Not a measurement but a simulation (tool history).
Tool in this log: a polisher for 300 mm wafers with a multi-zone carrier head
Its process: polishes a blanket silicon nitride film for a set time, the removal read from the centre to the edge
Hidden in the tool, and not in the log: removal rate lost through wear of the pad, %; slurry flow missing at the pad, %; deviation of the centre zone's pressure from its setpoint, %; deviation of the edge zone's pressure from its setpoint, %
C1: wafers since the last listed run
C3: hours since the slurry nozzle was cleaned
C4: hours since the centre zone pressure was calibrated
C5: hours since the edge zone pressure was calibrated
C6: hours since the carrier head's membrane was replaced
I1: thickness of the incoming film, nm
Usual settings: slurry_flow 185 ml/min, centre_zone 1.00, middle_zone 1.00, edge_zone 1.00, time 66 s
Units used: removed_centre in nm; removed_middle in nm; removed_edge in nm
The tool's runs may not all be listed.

Run 1, hour 0.0: usual settings; C1 0; wafers polished on this pad 332; C3 628.2; C4 272.6; C5 202.3; C6 1663.3; I1 659.6. Result: removed_centre 174.6 nm, removed_middle 172.7 nm, removed_edge 172.6 nm.
Run 2, hour 64.8: usual settings; C1 588; wafers polished on this pad 920; C3 693.0; C4 337.4; C5 267.1; C6 1728.1; I1 674.7. Result: removed_centre 174.6 nm, removed_middle 173.7 nm, removed_edge 173.2 nm.
At hour 120.4: slurry nozzle cleaned.
At hour 194.6: centre zone pressure recalibrated.
Run 3, hour 226.2: usual settings; C1 1437; wafers polished on this pad 2358; C3 105.8; C4 31.6; C5 428.5; C6 1889.5; I1 674.7. Result: removed_centre 170.2 nm, removed_middle 173.8 nm, removed_edge 174.0 nm.
Run 4, hour 277.1: usual settings; C1 462; wafers polished on this pad 2820; C3 156.7; C4 82.5; C5 479.4; C6 1940.4; I1 669.6. Result: removed_centre 171.3 nm, removed_middle 172.6 nm, removed_edge 169.6 nm.
At hour 285.6: carrier head's membrane replaced by a new one.
Run 5, hour 316.5: usual settings but slurry_flow 205 ml/min; C1 312; wafers polished on this pad 3133; C3 196.1; C4 121.9; C5 518.8; C6 30.9; I1 667.0. Result: removed_centre 175.0 nm, removed_middle 173.6 nm, removed_edge 174.1 nm.
At hour 341.2: worn pad replaced by a new one.
At hour 377.2: edge zone pressure recalibrated.
Run 6, hour 387.8: usual settings but slurry_flow 205 ml/min; C1 592; wafers polished on this pad 404; C3 267.4; C4 193.2; C5 10.6; C6 102.2; I1 672.1. Result: removed_centre 172.0 nm, removed_middle 177.2 nm, removed_edge 172.4 nm.
Run 7, hour 430.7: usual settings but slurry_flow 205 ml/min; C1 389; wafers polished on this pad 794; C3 310.3; C4 236.1; C5 53.5; C6 145.1; I1 659.3. Result: removed_centre 173.9 nm, removed_middle 176.1 nm, removed_edge 173.2 nm.
Run 8, hour 457.7: usual settings but centre_zone 1.10, edge_zone 1.10; C1 245; wafers polished on this pad 1039; C3 337.3; C4 263.1; C5 80.5; C6 172.1; I1 678.0. Result: removed_centre 185.0 nm, removed_middle 173.1 nm, removed_edge 176.0 nm.
Run 9, hour 519.0: usual settings; C1 556; wafers polished on this pad 1595; C3 398.6; C4 324.4; C5 141.8; C6 233.4; I1 663.8. Result: removed_centre 170.3 nm, removed_middle 173.0 nm, removed_edge 174.7 nm.
Run 10, hour 558.6: usual settings but slurry_flow 205 ml/min; C1 359; wafers polished on this pad 1955; C3 438.2; C4 364.0; C5 181.4; C6 273.0; I1 662.6. Result: removed_centre 175.7 nm, removed_middle 175.9 nm, removed_edge 174.8 nm.
Run 11, hour 592.9: usual settings but edge_zone 1.11; C1 311; wafers polished on this pad 2266; C3 472.5; C4 398.3; C5 215.7; C6 307.3; I1 668.0. Result: removed_centre 172.3 nm, removed_middle 175.5 nm, removed_edge 178.9 nm.
At hour 614.8: centre zone pressure recalibrated.
At hour 629.7: worn pad replaced by a new one.
Run 12, hour 642.0: usual settings but time 82 s; C1 391; wafers polished on this pad 111; C3 521.6; C4 27.2; C5 264.8; C6 356.4; I1 666.8. Result: removed_centre 215.9 nm, removed_middle 216.5 nm, removed_edge 217.2 nm.
Run 13, hour 709.1: usual settings but centre_zone 1.11, edge_zone 1.05; C1 609; wafers polished on this pad 720; C3 588.7; C4 94.3; C5 331.9; C6 423.5; I1 676.5. Result: removed_centre 184.5 nm, removed_middle 173.7 nm, removed_edge 178.1 nm.
Run 14, hour 756.8: usual settings but slurry_flow 220 ml/min, middle_zone 0.97, edge_zone 0.94, time 78 s; C1 433; wafers polished on this pad 1153; C3 636.4; C4 142.0; C5 379.6; C6 471.2; I1 669.7. Result: removed_centre 208.7 nm, removed_middle 205.6 nm, removed_edge 199.2 nm.
Run 15, hour 837.2: usual settings; C1 729; wafers polished on this pad 1883; C3 716.8; C4 222.4; C5 460.0; C6 551.6; I1 664.0. Result: removed_centre 172.9 nm, removed_middle 174.1 nm, removed_edge 175.7 nm.
Run 16, hour 887.0: usual settings but slurry_flow 205 ml/min, time 73 s; C1 452; wafers polished on this pad 2335; C3 766.6; C4 272.2; C5 509.8; C6 601.4; I1 666.2. Result: removed_centre 193.3 nm, removed_middle 192.2 nm, removed_edge 193.6 nm.
Run 17, hour 915.3: usual settings but slurry_flow 135 ml/min, middle_zone 1.10, edge_zone 1.05, time 82 s; C1 256; wafers polished on this pad 2592; C3 794.9; C4 300.5; C5 538.1; C6 629.7; I1 677.6. Result: removed_centre 199.8 nm, removed_middle 217.2 nm, removed_edge 211.2 nm.
At hour 930.1: edge zone pressure recalibrated.
Run 18, hour 955.5: usual settings but middle_zone 0.95, time 89 s; C1 346; wafers polished on this pad 2939; C3 835.1; C4 340.7; C5 25.4; C6 669.9; I1 670.1. Result: removed_centre 230.1 nm, removed_middle 221.2 nm, removed_edge 235.5 nm.
At hour 979.9: worn pad replaced by a new one.
Run 19, hour 990.0: usual settings but edge_zone 1.07; C1 276; wafers polished on this pad 91; C3 869.6; C4 375.2; C5 59.9; C6 704.4; I1 666.5. Result: removed_centre 169.3 nm, removed_middle 174.2 nm, removed_edge 178.9 nm.
Run 20, hour 1014.9: usual settings but middle_zone 1.06, edge_zone 1.09, time 50 s; C1 226; wafers polished on this pad 317; C3 894.5; C4 400.1; C5 84.8; C6 729.3; I1 666.6. Result: removed_centre 132.8 nm, removed_middle 137.5 nm, removed_edge 139.8 nm.
At hour 1036.4: slurry nozzle cleaned.
Run 21, hour 1053.1: usual settings; C1 337; wafers polished on this pad 655; C3 16.7; C4 438.3; C5 123.0; C6 767.5; I1 670.8. Result: removed_centre 172.5 nm, removed_middle 175.4 nm, removed_edge 171.0 nm.

Each row is a separate what-if for the run after 21, all from the same tool condition, not one after another. Results?
Run A, hour 1053.5: usual settings but slurry_flow 220 ml/min; C1 3; wafers polished on this pad 658; C3 17.1; C4 438.7; C5 123.4; C6 767.9; I1 680.0. Result: removed_centre ?, removed_middle ?, removed_edge ?.
Run B, hour 1053.5: usual settings but centre_zone 0.93; C1 3; wafers polished on this pad 658; C3 17.1; C4 438.7; C5 123.4; C6 767.9; I1 680.0. Result: removed_centre ?, removed_middle ?, removed_edge ?.
Run C, hour 1053.5: usual settings but middle_zone 0.92, time 84 s; C1 3; wafers polished on this pad 658; C3 17.1; C4 438.7; C5 123.4; C6 767.9; I1 680.0. Result: removed_centre ?, removed_middle ?, removed_edge ?.
Run D, hour 1053.5: usual settings but slurry_flow 240 ml/min, middle_zone 0.90; C1 3; wafers polished on this pad 658; C3 17.1; C4 438.7; C5 123.4; C6 767.9; I1 680.0. Result: removed_centre ?, removed_middle ?, removed_edge ?.
Run E, hour 1053.5: usual settings but slurry_flow 130 ml/min; C1 3; wafers polished on this pad 658; C3 17.1; C4 438.7; C5 123.4; C6 767.9; I1 680.0. Result: removed_centre ?, removed_middle ?, removed_edge ?.

run  removed_centre  removed_middle  removed_edge
  A           178.7           179.3         178.2
  B           164.6           174.6         174.7
  C           220.6           207.2         222.6
  D           180.9           166.1         180.0
  E           159.4           162.0         165.6
Take away the tool's hidden state, keep each run's random variation, and the runs would have read:
run  removed_centre  removed_middle  removed_edge
  A           178.7           179.3         178.2
  B           164.6           174.6         174.7
  C           220.6           207.2         222.6
  D           180.9           166.1         180.0
  E           159.4           162.0         165.6

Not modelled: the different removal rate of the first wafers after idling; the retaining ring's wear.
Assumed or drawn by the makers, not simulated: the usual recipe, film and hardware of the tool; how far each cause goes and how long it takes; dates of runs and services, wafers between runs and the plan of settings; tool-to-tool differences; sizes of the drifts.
